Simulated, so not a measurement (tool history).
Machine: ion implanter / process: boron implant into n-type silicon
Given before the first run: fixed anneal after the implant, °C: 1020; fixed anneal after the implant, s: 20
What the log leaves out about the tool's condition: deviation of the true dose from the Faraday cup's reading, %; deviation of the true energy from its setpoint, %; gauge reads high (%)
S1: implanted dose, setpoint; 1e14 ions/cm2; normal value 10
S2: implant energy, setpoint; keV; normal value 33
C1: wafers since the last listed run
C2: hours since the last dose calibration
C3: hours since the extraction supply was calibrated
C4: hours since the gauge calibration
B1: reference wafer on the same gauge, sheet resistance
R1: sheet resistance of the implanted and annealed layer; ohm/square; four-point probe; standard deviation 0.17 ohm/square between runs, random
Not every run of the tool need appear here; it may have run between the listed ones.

{"run": 1, "hour": 0.0, "S1": 11.35, "S2": 33, "C1": 0, "C2": 2137.1, "C3": 3532, "C4": 554.4, "B1": 91.98, "R1": 106.24}
{"hour": 20.4, "done": "gauge calibrated"}
{"run": 2, "hour": 34.1, "S1": 11.35, "S2": 33, "C1": 669, "C2": 2171.2, "C3": 3566.1, "C4": 13.7, "B1": 92.04, "R1": 106.29}
{"run": 3, "hour": 51.5, "S1": 8.86, "S2": 38.5, "C1": 341, "C2": 2188.6, "C3": 3583.5, "C4": 31.1, "B1": 92.03, "R1": 128.9}
{"run": 4, "hour": 78.9, "S1": 10, "S2": 33, "C1": 538, "C2": 2216, "C3": 3610.9, "C4": 58.5, "B1": 92.01, "R1": 117.9}
{"run": 5, "hour": 113.2, "S1": 10, "S2": 33, "C1": 673, "C2": 2250.3, "C3": 3645.2, "C4": 92.8, "B1": 91.94, "R1": 118.09}
{"run": 6, "hour": 129.3, "S1": 11.39, "S2": 33, "C1": 316, "C2": 2266.4, "C3": 3661.3, "C4": 108.9, "B1": 92, "R1": 106.12}
{"run": 7, "hour": 146.2, "S1": 11.39, "S2": 33, "C1": 332, "C2": 2283.3, "C3": 3678.2, "C4": 125.8, "B1": 91.96, "R1": 106.11}
{"run": 8, "hour": 167.8, "S1": 10, "S2": 33, "C1": 424, "C2": 2304.9, "C3": 3699.8, "C4": 147.4, "B1": 92, "R1": 118.28}
{"run": 9, "hour": 198.2, "S1": 10, "S2": 33, "C1": 597, "C2": 2335.3, "C3": 3730.2, "C4": 177.8, "B1": 92, "R1": 118.33}
{"run": 10, "hour": 225.2, "S1": 10, "S2": 33, "C1": 530, "C2": 2362.3, "C3": 3757.2, "C4": 204.8, "B1": 92.01, "R1": 118.23}
{"run": 11, "hour": 249.7, "S1": 10, "S2": 33, "C1": 481, "C2": 2386.8, "C3": 3781.7, "C4": 229.3, "B1": 92.01, "R1": 118.46}
{"run": 12, "hour": 270.8, "S1": 10, "S2": 33, "C1": 414, "C2": 2407.9, "C3": 3802.8, "C4": 250.4, "B1": 92.01, "R1": 118.67}
{"hour": 290.9, "done": "extraction supply calibrated"}
{"run": 13, "hour": 303.4, "S1": 7.67, "S2": 36, "C1": 483, "C2": 2440.5, "C3": 12.5, "C4": 283, "B1": 91.99, "R1": 146.67}
{"run": 14, "hour": 337.4, "S1": 9.23, "S2": 38, "C1": 667, "C2": 2474.5, "C3": 46.5, "C4": 317, "B1": 92.02, "R1": 125.38}
{"run": 15, "hour": 368.2, "S1": 10, "S2": 28.5, "C1": 605, "C2": 2505.3, "C3": 77.3, "C4": 347.8, "B1": 92.01, "R1": 119.69}
{"run": 16, "hour": 403.3, "S1": 8.49, "S2": 24.5, "C1": 689, "C2": 2540.4, "C3": 112.4, "C4": 382.9, "B1": 91.99, "R1": 139.48}
{"run": 17, "hour": 419.9, "S1": 11.24, "S2": 43, "C1": 326, "C2": 2557, "C3": 129, "C4": 399.5, "B1": 91.99, "R1": 106.08}
{"run": 18, "hour": 480.9, "S1": 7.23, "S2": 41.5, "C1": 1198, "C2": 2618, "C3": 190, "C4": 460.5, "B1": 92.02, "R1": 152.37}
{"hour": 494.7, "done": "gauge calibrated"}
{"hour": 510.6, "done": "Faraday cup replaced and dose calibrated"}
{"run": 19, "hour": 514.1, "S1": 9.23, "S2": 38, "C1": 495, "C2": 3.5, "C3": 223.2, "C4": 19.4, "B1": 91.97, "R1": 120.39}
{"run": 20, "hour": 535.0, "S1": 10, "S2": 33, "C1": 410, "C2": 24.4, "C3": 244.1, "C4": 40.3, "B1": 91.95, "R1": 113.77}
{"run": 21, "hour": 557.4, "S1": 11.3, "S2": 38, "C1": 440, "C2": 46.8, "C3": 266.5, "C4": 62.7, "B1": 92.02, "R1": 101.79}
{"run": 22, "hour": 577.8, "S1": 11.69, "S2": 42.5, "C1": 400, "C2": 67.2, "C3": 286.9, "C4": 83.1, "B1": 91.98, "R1": 98.79}
{"run": 23, "hour": 592.2, "S1": 7.38, "S2": 39.5, "C1": 282, "C2": 81.6, "C3": 301.3, "C4": 97.5, "B1": 91.99, "R1": 144.38}
{"run": 24, "hour": 609.0, "S1": 9.23, "S2": 38, "C1": 330, "C2": 98.4, "C3": 318.1, "C4": 114.3, "B1": 91.99, "R1": 120.93}
{"run": 25, "hour": 634.8, "S1": 8.2, "S2": 28, "C1": 506, "C2": 124.2, "C3": 343.9, "C4": 140.1, "B1": 92.05, "R1": 135.89}
{"run": 26, "hour": 647.2, "S1": 8.57, "S2": 38, "C1": 243, "C2": 136.6, "C3": 356.3, "C4": 152.5, "B1": 92.04, "R1": 128.26}
{"run": 27, "hour": 666.0, "S1": 10, "S2": 29.5, "C1": 369, "C2": 155.4, "C3": 375.1, "C4": 171.3, "B1": 92.02, "R1": 114.85}

Consider 5 possible next runs. They are alternatives, not a sequence: every one starts from the tool as it was left by run 27. What does each give?
{"run": "A", "hour": 666.4, "S1": 10, "S2": 33, "C1": 7, "C2": 155.8, "C3": 375.5, "C4": 171.7, "B1": "?", "R1": "?"}
{"run": "B", "hour": 666.4, "S1": 8.83, "S2": 33, "C1": 7, "C2": 155.8, "C3": 375.5, "C4": 171.7, "B1": "?", "R1": "?"}
{"run": "C", "hour": 666.4, "S1": 10, "S2": 38, "C1": 7, "C2": 155.8, "C3": 375.5, "C4": 171.7, "B1": "?", "R1": "?"}
{"run": "D", "hour": 666.4, "S1": 10, "S2": 24, "C1": 7, "C2": 155.8, "C3": 375.5, "C4": 171.7, "B1": "?", "R1": "?"}
{"run": "E", "hour": 666.4, "S1": 7.68, "S2": 40, "C1": 7, "C2": 155.8, "C3": 375.5, "C4": 171.7, "B1": "?", "R1": "?"}

run=A B1=91.97 R1=114.3
run=B B1=91.97 R1=126.7
run=C B1=91.97 R1=113.32
run=D B1=91.97 R1=116.73
run=E B1=91.97 R1=139.95
Stripped of hidden state, with their random variation kept, the same runs would have yielded:
run=A R1=113.68
run=B R1=126.01
run=C R1=112.71
run=D R1=116.09
run=E R1=139.21

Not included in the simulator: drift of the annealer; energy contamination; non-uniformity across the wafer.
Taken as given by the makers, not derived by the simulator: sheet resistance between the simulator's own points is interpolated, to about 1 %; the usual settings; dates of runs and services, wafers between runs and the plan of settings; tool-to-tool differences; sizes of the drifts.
